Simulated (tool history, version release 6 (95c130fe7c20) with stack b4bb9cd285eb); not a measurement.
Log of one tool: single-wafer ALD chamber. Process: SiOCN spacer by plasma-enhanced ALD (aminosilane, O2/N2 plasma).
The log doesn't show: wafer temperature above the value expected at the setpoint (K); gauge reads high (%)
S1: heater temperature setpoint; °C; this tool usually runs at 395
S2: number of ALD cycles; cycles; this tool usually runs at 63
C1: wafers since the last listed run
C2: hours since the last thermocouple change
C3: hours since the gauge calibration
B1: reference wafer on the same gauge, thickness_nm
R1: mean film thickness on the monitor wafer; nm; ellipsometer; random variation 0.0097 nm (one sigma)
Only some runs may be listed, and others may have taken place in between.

Run 1, hour 0.0: usual settings; C1 0; C2 869.7; C3 144.2; B1 4.110. Result: R1 3.882 nm.
At hour 1.7: gauge calibrated.
Run 2, hour 10.6: usual settings; C1 57; C2 880.3; C3 8.9; B1 4.111. Result: R1 3.874 nm.
Run 3, hour 17.2: usual settings; C1 35; C2 886.9; C3 15.5; B1 4.111. Result: R1 3.868 nm.
Run 4, hour 35.0: usual settings but S2 71 cycles; C1 96; C2 904.7; C3 33.3; B1 4.109. Result: R1 4.371 nm.
Run 5, hour 52.5: usual settings but S2 70 cycles; C1 95; C2 922.2; C3 50.8; B1 4.111. Result: R1 4.307 nm.
Run 6, hour 63.2: usual settings but S1 404 °C; C1 58; C2 932.9; C3 61.5; B1 4.111. Result: R1 3.830 nm.
Run 7, hour 74.5: usual settings but S1 404 °C; C1 61; C2 944.2; C3 72.8; B1 4.108. Result: R1 3.828 nm.
Run 8, hour 90.3: usual settings but S2 59 cycles; C1 85; C2 960.0; C3 88.6; B1 4.112. Result: R1 3.608 nm.
Run 9, hour 100.7: usual settings; C1 56; C2 970.4; C3 99.0; B1 4.108. Result: R1 3.882 nm.
Run 10, hour 115.4: usual settings but S2 69 cycles; C1 79; C2 985.1; C3 113.7; B1 4.109. Result: R1 4.273 nm.
At hour 128.2: thermocouple changed; heater temperature recalibrated.
Run 11, hour 128.7: usual settings but S1 387 °C, S2 73 cycles; C1 28; C2 0.5; C3 127.0; B1 4.108. Result: R1 4.496 nm.
Run 12, hour 129.1: usual settings but S1 380 °C; C1 2; C2 0.9; C3 127.4; B1 4.108. Result: R1 3.855 nm.
Run 13, hour 137.5: usual settings but S1 405 °C; C1 45; C2 9.3; C3 135.8; B1 4.109. Result: R1 3.827 nm.
Run 14, hour 147.5: usual settings but S1 384 °C, S2 73 cycles; C1 54; C2 19.3; C3 145.8; B1 4.111. Result: R1 4.482 nm.
At hour 154.9: gauge calibrated.
Run 15, hour 163.9: usual settings; C1 89; C2 35.7; C3 9.0; B1 4.110. Result: R1 3.871 nm.
Run 16, hour 177.5: usual settings but S1 386 °C, S2 67 cycles; C1 73; C2 49.3; C3 22.6; B1 4.109. Result: R1 4.148 nm.
Run 17, hour 188.8: usual settings but S1 401 °C, S2 52 cycles; C1 61; C2 60.6; C3 33.9; B1 4.112. Result: R1 3.191 nm.
Run 18, hour 196.9: usual settings but S1 406 °C, S2 55 cycles; C1 43; C2 68.7; C3 42.0; B1 4.109. Result: R1 3.307 nm.
Run 19, hour 208.7: usual settings; C1 64; C2 80.5; C3 53.8; B1 4.109. Result: R1 3.880 nm.

State the hidden condition of the tool at each of the runs:
wafer temperature above the value expected at the setpoint (K): 0 in every run
gauge reads high (%): 0 in every run
